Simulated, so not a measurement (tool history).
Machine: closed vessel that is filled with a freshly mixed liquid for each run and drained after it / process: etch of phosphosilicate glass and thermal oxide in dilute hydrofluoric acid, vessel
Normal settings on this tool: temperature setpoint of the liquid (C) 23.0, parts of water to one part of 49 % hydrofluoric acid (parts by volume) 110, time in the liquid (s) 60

| run | hour | temperature setpoint of the liquid (C) | parts of water to one part of 49 % hydrofluoric acid (parts by volume) | time in the liquid (s) | read-back film thickness of the phosphosilicate glass reference wafer, read on the same gauge (nm) | read-back film thickness of the thermal oxide reference wafer, read on the same gauge (nm) | thickness taken off the phosphosilicate glass on a monitor wafer (angstrom) | thickness taken off the thermal oxide on a monitor wafer (angstrom) |
|---|---|---|---|---|---|---|---|---|
| 1 | 0.0 | 23.0 | 110 | 60 | 130.02 | 50.020 | 592.2 | 25.18 |
| 2 | 25.2 | 23.0 | 110 | 60 | 130.01 | 50.011 | 595.2 | 25.01 |
| 3 | 81.8 | 23.0 | 110 | 60 | 130.01 | 49.955 | 594.8 | 25.85 |
| 4 | 110.3 | 23.0 | 110 | 60 | 129.98 | 50.001 | 592.8 | 25.40 |
| 5 | 151.1 | 23.0 | 110 | 60 | 130.00 | 50.015 | 600.1 | 25.08 |
| 6 | 222.7 | 23.0 | 110 | 60 | 130.00 | 49.953 | 601.6 | 25.68 |
| 7 | 252.5 | 23.0 | 110 | 60 | 130.01 | 50.004 | 588.9 | 25.73 |
| 8 | 453.1 | 23.0 | 110 | 60 | 129.98 | 50.020 | 593.6 | 25.33 |
| 9 | 499.5 | 23.0 | 110 | 60 | 130.02 | 50.067 | 598.8 | 25.64 |
|  | 513.5 | hydrofluoric acid flow meter replaced |
| 10 | 562.3 | 23.0 | 110 | 60 | 130.02 | 50.038 | 607.9 | 26.16 |
|  | 565.2 | gauge calibrated |
| 11 | 607.4 | 23.0 | 110 | 60 | 129.99 | 49.970 | 601.8 | 25.34 |
| 12 | 671.0 | 23.0 | 110 | 60 | 129.97 | 49.992 | 605.0 | 25.92 |
| 13 | 707.1 | 23.0 | 110 | 60 | 130.02 | 49.998 | 609.0 | 25.91 |
|  | 715.8 | thermometer replaced |
| 14 | 746.1 | 23.0 | 110 | 60 | 130.01 | 50.030 | 638.3 | 26.97 |
| 15 | 783.6 | 19.5 | 110 | 60 | 130.01 | 50.042 | 560.1 | 24.02 |
| 16 | 845.8 | 23.0 | 60 | 60 | 130.00 | 49.968 | 1265.4 | 52.28 |
| 17 | 879.3 | 19.0 | 75 | 90 | 130.01 | 50.001 | 1253.1 | 53.69 |
| 18 | 948.1 | 23.0 | 80 | 70 | 130.00 | 49.962 | 1077.5 | 46.22 |
| 19 | 999.9 | 20.0 | 110 | 60 | 130.03 | 50.041 | 590.6 | 24.66 |
|  | 1043.7 | thermometer replaced, repeated, since the last time left the tool worse |
| 20 | 1051.7 | 23.0 | 110 | 60 | 130.01 | 49.970 | 577.4 | 24.50 |
| 21 | 1097.0 | 25.5 | 135 | 50 | 130.00 | 50.037 | 420.6 | 17.75 |
| 22 | 1122.4 | 23.0 | 110 | 60 | 130.02 | 49.988 | 578.7 | 24.48 |
| 23 | 1177.1 | 23.0 | 110 | 75 | 130.01 | 49.982 | 721.3 | 30.53 |
| 24 | 1221.7 | 25.5 | 80 | 35 | 129.97 | 50.033 | 535.2 | 22.69 |
| 25 | 1282.0 | 23.0 | 70 | 60 | 129.98 | 49.980 | 970.3 | 40.98 |
| 26 | 1341.5 | 23.0 | 80 | 40 | 129.99 | 49.992 | 568.8 | 23.38 |

Forecast each of these 3 alternatives for the next run:
| A | 1342.2 | 23.0 | 95 | 60 | ? | ? | ? | ? |
| B | 1342.2 | 24.5 | 150 | 30 | ? | ? | ? | ? |
| C | 1342.2 | 26.5 | 165 | 35 | ? | ? | ? | ? |

| run | read-back film thickness of the phosphosilicate glass reference wafer, read on the same gauge (nm) | read-back film thickness of the thermal oxide reference wafer, read on the same gauge (nm) | thickness taken off the phosphosilicate glass on a monitor wafer (angstrom) | thickness taken off the thermal oxide on a monitor wafer (angstrom) |
|---|---|---|---|---|
| A | 130.00 | 49.974 | 690.8 | 29.40 |
| B | 130.00 | 49.974 | 217.2 | 9.24 |
| C | 130.00 | 49.974 | 243.8 | 10.37 |
The same runs, with their run-to-run variation unchanged, on a tool lacking any hidden condition would have given:
| run | thickness taken off the phosphosilicate glass on a monitor wafer (angstrom) | thickness taken off the thermal oxide on a monitor wafer (angstrom) |
|---|---|---|
| A | 677.2 | 28.82 |
| B | 213.1 | 9.07 |
| C | 239.3 | 10.19 |
